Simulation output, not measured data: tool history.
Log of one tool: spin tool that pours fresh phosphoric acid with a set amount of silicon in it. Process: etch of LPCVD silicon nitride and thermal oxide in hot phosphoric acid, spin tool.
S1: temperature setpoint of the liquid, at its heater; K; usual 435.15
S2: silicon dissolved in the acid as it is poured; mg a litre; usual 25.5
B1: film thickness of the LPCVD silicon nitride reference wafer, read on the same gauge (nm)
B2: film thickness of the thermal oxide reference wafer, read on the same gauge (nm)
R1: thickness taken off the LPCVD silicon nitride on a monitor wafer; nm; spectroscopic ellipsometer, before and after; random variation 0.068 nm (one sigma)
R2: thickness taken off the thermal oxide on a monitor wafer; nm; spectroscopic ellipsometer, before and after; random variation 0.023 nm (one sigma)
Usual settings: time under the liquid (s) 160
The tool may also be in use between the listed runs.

Run 1, day 0.000: usual settings; B1 106.95; B2 106.996. Result: R1 14.78 nm, R2 0.278 nm.
Run 2, day 4.183: usual settings; B1 106.51; B2 106.519. Result: R1 14.72 nm, R2 0.274 nm.
Run 3, day 7.108: usual settings but time under the liquid (s) 195; B1 106.21; B2 106.198. Result: R1 17.94 nm, R2 0.346 nm.
Run 4, day 12.825: usual settings but time under the liquid (s) 195; B1 105.84; B2 105.872. Result: R1 17.76 nm, R2 0.347 nm.
Run 5, day 18.817: usual settings; B1 105.58; B2 105.574. Result: R1 14.70 nm, R2 0.264 nm.
Run 6, day 21.862: usual settings; B1 105.49; B2 105.489. Result: R1 14.59 nm, R2 0.266 nm.
At day 23.279: gauge calibrated.
Run 7, day 24.833: usual settings but S1 434.65 K; B1 109.36; B2 109.356. Result: R1 14.90 nm, R2 0.238 nm.
Run 8, day 26.758: usual settings but S1 434.65 K; B1 108.82; B2 108.856. Result: R1 14.74 nm, R2 0.284 nm.
Run 9, day 30.612: usual settings; B1 107.94; B2 107.949. Result: R1 14.90 nm, R2 0.317 nm.
Run 10, day 33.438: usual settings; B1 107.43; B2 107.413. Result: R1 14.93 nm, R2 0.279 nm.
Run 11, day 35.829: usual settings but time under the liquid (s) 225; B1 107.08; B2 107.076. Result: R1 20.75 nm, R2 0.370 nm.
Run 12, day 39.212: usual settings; B1 106.69; B2 106.671. Result: R1 14.83 nm, R2 0.273 nm.
At day 41.317: heated supply line repaired.
Run 13, day 41.408: usual settings but S1 434.15 K, S2 16.5 mg a litre, time under the liquid (s) 105; B1 106.43; B2 106.426. Result: R1 9.37 nm, R2 0.195 nm.
At day 42.412: thermometer replaced.
Run 14, day 44.725: usual settings but S1 437.65 K, S2 7.0 mg a litre, time under the liquid (s) 125; B1 106.14; B2 106.179. Result: R1 12.49 nm, R2 0.367 nm.
Run 15, day 46.312: usual settings; B1 106.04; B2 106.034. Result: R1 14.69 nm, R2 0.286 nm.
Run 16, day 50.208: usual settings but S1 437.15 K, S2 34.5 mg a litre; B1 105.82; B2 105.838. Result: R1 15.58 nm, R2 0.226 nm.
At day 53.100: dissolved silicon flow meter replaced.
Run 17, day 57.504: usual settings but S1 434.15 K, S2 19.0 mg a litre, time under the liquid (s) 130; B1 105.53; B2 105.536. Result: R1 11.51 nm, R2 0.266 nm.
Run 18, day 60.229: usual settings but S1 432.65 K, time under the liquid (s) 115; B1 105.45; B2 105.474. Result: R1 9.63 nm, R2 0.152 nm.
Run 19, day 63.833: usual settings but S2 31.0 mg a litre; B1 105.35; B2 105.381. Result: R1 14.50 nm, R2 0.214 nm.
Run 20, day 66.475: usual settings but time under the liquid (s) 120; B1 105.33; B2 105.331. Result: R1 10.93 nm, R2 0.214 nm.
At day 67.758: gauge calibrated.
Run 21, day 69.983: usual settings but S1 434.15 K, S2 14.5 mg a litre, time under the liquid (s) 245; B1 108.47; B2 108.484. Result: R1 22.07 nm, R2 0.505 nm.

Some steps in R1 between neighbouring runs. How much of each would the tool show without its hidden state too (settings, what came in, random variation), and how much is left for the hidden state, with any gauge scatter that isn't in both results?
The hidden state here: liquid hotter than its thermometer reads (K); dissolved silicon flow above the setpoint (%); temperature lost on the way to the wafer (K); gauge reads high (%).
Run 6 -> 7: S1 435.15 -> 434.65, gauge calibrated. R1 +0.31 nm: hidden state +0.55, all else -0.24.
Run 10 -> 11: time under the liquid (s) 160 -> 225. R1 +5.82 nm: hidden state -0.21, all else +6.03.
Run 11 -> 12: time under the liquid (s) 225 -> 160. R1 -5.92 nm: hidden state +0.09, all else -6.01.
Run 20 -> 21: S1 435.15 -> 434.15, S2 25.5 -> 14.5, time under the liquid (s) 120 -> 245, gauge calibrated. R1 +11.14 nm: hidden state +0.17, all else +10.97.

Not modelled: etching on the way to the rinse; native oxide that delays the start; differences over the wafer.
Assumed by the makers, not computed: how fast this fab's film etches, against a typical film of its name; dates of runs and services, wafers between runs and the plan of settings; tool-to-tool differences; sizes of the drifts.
